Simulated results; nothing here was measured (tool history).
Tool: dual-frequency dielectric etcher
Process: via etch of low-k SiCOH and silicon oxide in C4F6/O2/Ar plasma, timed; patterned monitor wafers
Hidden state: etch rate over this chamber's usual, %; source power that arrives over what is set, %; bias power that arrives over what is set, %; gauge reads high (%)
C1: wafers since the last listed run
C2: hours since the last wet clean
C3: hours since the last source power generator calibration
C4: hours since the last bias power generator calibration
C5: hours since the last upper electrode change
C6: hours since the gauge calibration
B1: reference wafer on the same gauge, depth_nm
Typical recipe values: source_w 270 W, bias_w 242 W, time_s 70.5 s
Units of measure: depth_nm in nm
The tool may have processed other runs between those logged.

{"run": 1, "hour": 0.0, "source_w": 270, "bias_w": 242, "time_s": 70.5, "C1": 0, "C2": 473.9, "C3": 4114.7, "C4": 1694.9, "C5": 2468.9, "C6": 189.4, "B1": 197.9, "depth_nm": 170.8}
{"run": 2, "hour": 14.6, "source_w": 270, "bias_w": 242, "time_s": 70.5, "C1": 187, "C2": 488.5, "C3": 4129.3, "C4": 1709.5, "C5": 2483.5, "C6": 204.0, "B1": 197.6, "depth_nm": 170.5}
{"run": 3, "hour": 22.2, "source_w": 270, "bias_w": 242, "time_s": 84.5, "C1": 97, "C2": 496.1, "C3": 4136.9, "C4": 1717.1, "C5": 2491.1, "C6": 211.6, "B1": 198.0, "depth_nm": 204.8}
{"run": 4, "hour": 37.4, "source_w": 270, "bias_w": 242, "time_s": 84.5, "C1": 194, "C2": 511.3, "C3": 4152.1, "C4": 1732.3, "C5": 2506.3, "C6": 226.8, "B1": 198.1, "depth_nm": 202.2}
{"run": 5, "hour": 50.5, "source_w": 270, "bias_w": 242, "time_s": 70.5, "C1": 167, "C2": 524.4, "C3": 4165.2, "C4": 1745.4, "C5": 2519.4, "C6": 239.9, "B1": 198.0, "depth_nm": 168.7}
{"run": 6, "hour": 64.9, "source_w": 290, "bias_w": 242, "time_s": 61.5, "C1": 184, "C2": 538.8, "C3": 4179.6, "C4": 1759.8, "C5": 2533.8, "C6": 254.3, "B1": 198.0, "depth_nm": 150.8}
{"run": 7, "hour": 77.0, "source_w": 290, "bias_w": 242, "time_s": 61.5, "C1": 155, "C2": 550.9, "C3": 4191.7, "C4": 1771.9, "C5": 2545.9, "C6": 266.4, "B1": 197.8, "depth_nm": 152.1}
{"run": 8, "hour": 85.3, "source_w": 290, "bias_w": 242, "time_s": 61.5, "C1": 106, "C2": 559.2, "C3": 4200.0, "C4": 1780.2, "C5": 2554.2, "C6": 274.7, "B1": 198.0, "depth_nm": 152.7}
{"hour": 98.1, "done": "gauge calibrated"}
{"run": 9, "hour": 101.8, "source_w": 290, "bias_w": 242, "time_s": 70.5, "C1": 211, "C2": 575.7, "C3": 4216.5, "C4": 1796.7, "C5": 2570.7, "C6": 3.7, "B1": 197.9, "depth_nm": 172.7}
{"run": 10, "hour": 110.3, "source_w": 290, "bias_w": 242, "time_s": 70.5, "C1": 108, "C2": 584.2, "C3": 4225.0, "C4": 1805.2, "C5": 2579.2, "C6": 12.2, "B1": 198.3, "depth_nm": 173.6}
{"run": 11, "hour": 118.5, "source_w": 290, "bias_w": 242, "time_s": 70.5, "C1": 105, "C2": 592.4, "C3": 4233.2, "C4": 1813.4, "C5": 2587.4, "C6": 20.4, "B1": 197.5, "depth_nm": 173.8}
{"hour": 144.8, "done": "wet clean of the chamber"}
{"run": 12, "hour": 145.3, "source_w": 270, "bias_w": 242, "time_s": 70.5, "C1": 35, "C2": 0.5, "C3": 4260.0, "C4": 1840.2, "C5": 2614.2, "C6": 47.2, "B1": 198.0, "depth_nm": 178.4}
{"run": 13, "hour": 145.7, "source_w": 230, "bias_w": 242, "time_s": 70.5, "C1": 5, "C2": 0.9, "C3": 4260.4, "C4": 1840.6, "C5": 2614.6, "C6": 47.6, "B1": 197.8, "depth_nm": 166.8}
{"hour": 172.0, "done": "upper electrode replaced"}
{"hour": 172.7, "done": "source power generator calibrated"}
{"run": 14, "hour": 173.2, "source_w": 310, "bias_w": 226, "time_s": 61.0, "C1": 35, "C2": 28.4, "C3": 0.5, "C4": 1868.1, "C5": 1.2, "C6": 75.1, "B1": 197.7, "depth_nm": 157.9}

Estimate the outcome of run 15 from the log above:
{"run": 15, "hour": 173.5, "source_w": 220, "bias_w": 273, "time_s": 80.0, "C1": 3, "C2": 28.7, "C3": 0.8, "C4": 1868.4, "C5": 1.5, "C6": 75.4, "B1": "?", "depth_nm": "?"}

{"run 15": {"B1": 197.9, "depth_nm": 194.9}}
Take away the tool's hidden state, keep the run-to-run variation as it was, and the same run would have given depth_nm 196.5 nm.
